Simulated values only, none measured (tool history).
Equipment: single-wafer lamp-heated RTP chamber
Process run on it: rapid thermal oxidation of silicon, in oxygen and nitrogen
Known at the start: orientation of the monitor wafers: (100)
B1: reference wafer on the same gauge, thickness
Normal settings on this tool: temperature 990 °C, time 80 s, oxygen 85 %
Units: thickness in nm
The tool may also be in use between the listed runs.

{"run": 1, "hour": 0.0, "temperature": 969, "time": 80, "oxygen": 85, "B1": 5.881, "thickness": 5.299}
{"run": 2, "hour": 28.6, "temperature": 969, "time": 80, "oxygen": 85, "B1": 5.877, "thickness": 5.258}
{"run": 3, "hour": 38.6, "temperature": 999, "time": 80, "oxygen": 73, "B1": 5.883, "thickness": 6.286}
{"run": 4, "hour": 50.7, "temperature": 999, "time": 80, "oxygen": 73, "B1": 5.883, "thickness": 6.295}
{"run": 5, "hour": 73.9, "temperature": 999, "time": 80, "oxygen": 73, "B1": 5.877, "thickness": 6.324}
{"run": 6, "hour": 83.5, "temperature": 990, "time": 80, "oxygen": 85, "B1": 5.875, "thickness": 6.229}
{"run": 7, "hour": 91.9, "temperature": 990, "time": 80, "oxygen": 85, "B1": 5.884, "thickness": 6.192}
{"hour": 97.7, "done": "gauge calibrated"}
{"run": 8, "hour": 103.1, "temperature": 990, "time": 80, "oxygen": 85, "B1": 5.882, "thickness": 6.186}
{"run": 9, "hour": 114.8, "temperature": 990, "time": 80, "oxygen": 85, "B1": 5.877, "thickness": 6.211}
{"run": 10, "hour": 126.7, "temperature": 969, "time": 80, "oxygen": 85, "B1": 5.883, "thickness": 5.294}
{"hour": 144.0, "done": "pyrometer window cleaned and pyrometer calibrated"}
{"run": 11, "hour": 144.5, "temperature": 971, "time": 56, "oxygen": 85, "B1": 5.881, "thickness": 4.599}
{"hour": 154.2, "done": "oxygen flow controller replaced"}
{"run": 12, "hour": 154.7, "temperature": 1007, "time": 53, "oxygen": 98, "B1": 5.884, "thickness": 6.131}
{"run": 13, "hour": 163.9, "temperature": 990, "time": 80, "oxygen": 74, "B1": 5.882, "thickness": 5.927}
{"run": 14, "hour": 171.9, "temperature": 969, "time": 80, "oxygen": 85, "B1": 5.88, "thickness": 5.321}
{"run": 15, "hour": 193.0, "temperature": 990, "time": 80, "oxygen": 94, "B1": 5.882, "thickness": 6.399}
{"run": 16, "hour": 207.6, "temperature": 974, "time": 80, "oxygen": 98, "B1": 5.878, "thickness": 5.797}
{"run": 17, "hour": 221.4, "temperature": 982, "time": 80, "oxygen": 85, "B1": 5.875, "thickness": 5.853}
{"run": 18, "hour": 231.7, "temperature": 990, "time": 80, "oxygen": 85, "B1": 5.881, "thickness": 6.171}
{"run": 19, "hour": 245.8, "temperature": 963, "time": 80, "oxygen": 85, "B1": 5.884, "thickness": 5.068}

Each row is a separate what-if for the run after 19, all from the same tool condition, not one after another. Results?
{"run": "A", "hour": 246.3, "temperature": 990, "time": 80, "oxygen": 85, "B1": "?", "thickness": "?"}
{"run": "B", "hour": 246.3, "temperature": 1000, "time": 61, "oxygen": 98, "B1": "?", "thickness": "?"}
{"run": "C", "hour": 246.3, "temperature": 967, "time": 104, "oxygen": 98, "B1": "?", "thickness": "?"}
{"run": "D", "hour": 246.3, "temperature": 978, "time": 67, "oxygen": 98, "B1": "?", "thickness": "?"}
{"run": "E", "hour": 246.3, "temperature": 990, "time": 94, "oxygen": 64, "B1": "?", "thickness": "?"}

run=A B1=5.882 thickness=6.168
run=B B1=5.882 thickness=6.190
run=C B1=5.882 thickness=6.123
run=D B1=5.882 thickness=5.484
run=E B1=5.882 thickness=6.003
With the hidden condition removed and each run's random variation left untouched, the same runs would have given:
run=A thickness=6.168
run=B thickness=6.190
run=C thickness=6.123
run=D thickness=5.484
run=E thickness=6.003
